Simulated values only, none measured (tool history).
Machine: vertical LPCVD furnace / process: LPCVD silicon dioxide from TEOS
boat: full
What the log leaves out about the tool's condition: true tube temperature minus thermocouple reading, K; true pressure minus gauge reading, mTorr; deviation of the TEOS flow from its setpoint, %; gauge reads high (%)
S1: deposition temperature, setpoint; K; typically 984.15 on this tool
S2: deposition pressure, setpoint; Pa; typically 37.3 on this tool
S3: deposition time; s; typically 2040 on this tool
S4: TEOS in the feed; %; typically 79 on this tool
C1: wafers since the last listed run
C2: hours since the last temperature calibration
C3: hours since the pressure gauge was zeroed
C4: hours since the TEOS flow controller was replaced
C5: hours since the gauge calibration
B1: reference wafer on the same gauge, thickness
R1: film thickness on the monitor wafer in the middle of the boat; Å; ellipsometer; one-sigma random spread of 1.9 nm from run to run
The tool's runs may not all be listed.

run	hour	S1	S2	S3	S4	C1	C2	C3	C4	C5	B1	R1
1	0	984.15	37.3	2040	79	0	2205.5	642.8	5130.4	815.4	300.5	3691.4
2	74	984.15	37.3	2040	79	622	2279.5	716.8	5204.4	889.4	301.52	3692.7
3	147.5	984.15	32	2040	79	618	2353	790.3	5277.9	962.9	301.2	3417.2
4	236.4	984.15	32	2040	79	747	2441.9	879.2	5366.8	1051.8	301.27	3387.8
5	331.9	984.15	37.3	2040	79	803	2537.4	974.7	5462.3	1147.3	301.06	3696.1
6	406.8	984.15	37.3	1710	79	629	2612.3	1049.6	5537.2	1222.2	300.89	3083.6
7	459.7	984.15	37.3	2040	79	444	2665.2	1102.5	5590.1	1275.1	300.92	3722.5
8	552.2	984.15	37.3	2040	79	778	2757.7	1195	5682.6	1367.6	301.44	3645.6
9	620.3	984.15	37.3	2040	79	572	2825.8	1263.1	5750.7	1435.7	300.73	3687
10	714.8	984.15	37.3	2040	79	794	2920.3	1357.6	5845.2	1530.2	300.54	3682
11	824	984.15	37.3	2040	79	918	3029.5	1466.8	5954.4	1639.4	301.19	3694.1
12	908.3	984.15	37.3	2040	79	709	3113.8	1551.1	6038.7	1723.7	301.37	3676.7
13	1009.3	984.15	37.3	2040	79	849	3214.8	1652.1	6139.7	1824.7	301.35	3658.3
14	1046.3	984.15	37.3	2220	79	311	3251.8	1689.1	6176.7	1861.7	301	3988.3
15	1099.3	984.15	32.7	2040	79	445	3304.8	1742.1	6229.7	1914.7	301.27	3452.9
# hour 1152.9: gauge calibrated
16	1161.1	984.15	32	2490	63	519	3366.6	1803.9	6291.5	8.2	301.01	3716.6
# hour 1208.2: TEOS flow controller replaced
17	1338	984.15	37.3	1710	79	1286	3543.5	1980.8	129.8	185.1	300.79	3092.8
18	1382.1	987.15	37.3	2040	79	370	3587.6	2024.9	173.9	229.2	301.06	3953.5
19	1428.7	984.15	37.3	2400	79	391	3634.2	2071.5	220.5	275.8	300.77	4295.3
# hour 1483.4: thermocouples replaced and temperature profile calibrated
20	1483.9	984.15	37.3	2040	79	262	0.5	2126.7	275.7	331	301.29	3655.8
21	1524.8	984.15	30.7	2670	73	344	41.4	2167.6	316.6	371.9	300.93	4189
# hour 1557.4: pressure gauge zeroed
22	1603.4	984.15	30.7	2040	66	459	120	46	395.2	450.5	300.73	3058.9
23	1653.8	984.15	37.3	2610	89	423	170.4	96.4	445.6	500.9	301.24	5017.4
24	1690.3	984.15	37.3	2040	79	307	206.9	132.9	482.1	537.4	300.99	3708.2
25	1728.5	994.15	46	2040	79	321	245.1	171.1	520.3	575.6	301.67	5113
26	1779.6	984.15	37.3	2040	79	429	296.2	222.2	571.4	626.7	301.47	3691
27	1881.5	981.15	29.3	2460	79	857	398.1	324.1	673.3	728.6	301.04	3706.1
28	1963	984.15	37.3	2040	79	685	479.6	405.6	754.8	810.1	300.82	3708.5

Entry by entry between the runs, the difference in hidden state between the last listed run before and the first listed run after:
Runs 15 to 16: gauge calibrated (hour 1152.9)
  the hidden state is the same at both runs
Runs 16 to 17: TEOS flow controller replaced (hour 1208.2)
  the hidden state is the same at both runs
Runs 19 to 20: thermocouples replaced and temperature profile calibrated (hour 1483.4)
  the hidden state is the same at both runs
Runs 21 to 22: pressure gauge zeroed (hour 1557.4)
  the hidden state is the same at both runs
